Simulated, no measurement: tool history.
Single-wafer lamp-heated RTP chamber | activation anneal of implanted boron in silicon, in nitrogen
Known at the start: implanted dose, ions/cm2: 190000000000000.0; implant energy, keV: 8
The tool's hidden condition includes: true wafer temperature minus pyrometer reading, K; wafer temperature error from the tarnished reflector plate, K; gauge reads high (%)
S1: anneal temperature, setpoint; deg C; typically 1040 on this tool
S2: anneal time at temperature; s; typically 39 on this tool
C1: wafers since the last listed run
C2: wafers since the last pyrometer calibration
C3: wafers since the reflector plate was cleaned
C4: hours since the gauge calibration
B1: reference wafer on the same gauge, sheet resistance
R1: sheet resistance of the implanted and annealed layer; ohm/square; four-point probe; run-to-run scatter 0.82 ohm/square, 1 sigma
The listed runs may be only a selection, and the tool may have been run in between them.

run	hour	S1	S2	C1	C2	C3	C4	B1	R1
1	0	1052	39	0	5268	1313	1308.9	582.2	547.4
2	154.3	1062	55	1405	6673	2718	1463.2	582.26	542.14
3	184.3	1062	55	273	6946	2991	1493.2	581.78	541.44
4	241.4	1062	55	520	7467	3511	1550.3	581.96	541.95
5	301.9	1040	39	551	8018	4062	1610.8	581.75	550.22
6	357.7	1053	39	508	8526	4571	1666.6	581.78	546.96
7	398.4	1059	39	370	8896	4941	1707.3	581.66	544.86
8	426.9	1059	39	259	9156	5201	1735.8	581.78	545.46
# hour 444.3: pyrometer window cleaned and pyrometer calibrated
# hour 453.2: gauge calibrated
9	539.7	1059	39	954	869	6155	86.5	581.51	544.62
10	606	1055	27	603	1473	6759	152.8	581.62	550.41
11	651.6	1040	21	415	1888	7175	198.4	581.64	553.64
12	711.2	1040	21	542	2431	7717	258	581.97	555.19
13	743.4	1040	39	293	2724	8011	290.2	582.3	548.51
14	807.7	1040	39	585	3310	8596	354.5	581.96	549.66
15	835.9	1040	39	256	3567	8853	382.7	581.82	549.91
16	901.1	1055	39	593	4160	9447	447.9	581.82	547.06
17	964.8	1027	49	580	4741	10027	511.6	582.42	549.43
18	991.3	1040	39	241	4982	10269	538.1	581.91	548.84
19	1021	1025	39	270	5252	10539	567.8	582.22	552.28
20	1081.4	1054	32	550	5803	11089	628.2	581.8	549.56
21	1152.2	1057	39	644	6447	11734	699	581.86	547.24
22	1199.6	1012	19	431	6879	12166	746.4	581.54	557.92
23	1223.9	1040	39	221	7100	12387	770.7	582.1	549.33
# hour 1285.4: reflector plate cleaned
# hour 1291.7: pyrometer window cleaned and pyrometer calibrated
24	1292.2	1040	39	491	4	4	839	582.22	550.23
25	1358	1053	39	599	603	603	904.8	582.41	546.71
26	1404.5	1040	49	423	1027	1027	951.3	582.08	546.06
27	1446.1	1024	53	378	1405	1405	992.9	582.04	549.63
28	1499.1	1052	39	482	1888	1888	1045.9	582.23	546.31
29	1539.1	1040	39	364	2253	2253	1085.9	582.02	548.01
30	1606.6	1054	19	614	2867	2867	1153.4	581.76	553.74
31	1658	1066	19	468	3335	3335	1204.8	581.94	550.76
32	1695.2	1032	39	338	3674	3674	1242	581.91	550.76
33	1762.4	1054	58	612	4286	4286	1309.2	581.55	541.08
34	1816.9	1040	39	496	4783	4783	1363.7	581.95	548.33
35	1855.1	1026	32	347	5131	5131	1401.9	582.17	554.21
36	1890.9	1020	54	326	5457	5457	1437.7	581.96	550.18

What if the next run were any one of these 5? Each begins from the tool's condition after run 36:
A	1891.3	1040	16	3	5460	5460	1438.1	?	?
B	1891.3	1040	46	3	5460	5460	1438.1	?	?
C	1891.3	1024	60	3	5460	5460	1438.1	?	?
D	1891.3	1016	16	3	5460	5460	1438.1	?	?
E	1891.3	1025	47	3	5460	5460	1438.1	?	?

run	B1	R1
A	582.13	555.76
B	582.13	548.36
C	582.13	548.87
D	582.13	558.59
E	582.13	550.94
With the hidden condition removed and each run's random variation left untouched, the same runs would have given:
run	R1
A	555.76
B	548.36
C	548.87
D	558.59
E	550.94

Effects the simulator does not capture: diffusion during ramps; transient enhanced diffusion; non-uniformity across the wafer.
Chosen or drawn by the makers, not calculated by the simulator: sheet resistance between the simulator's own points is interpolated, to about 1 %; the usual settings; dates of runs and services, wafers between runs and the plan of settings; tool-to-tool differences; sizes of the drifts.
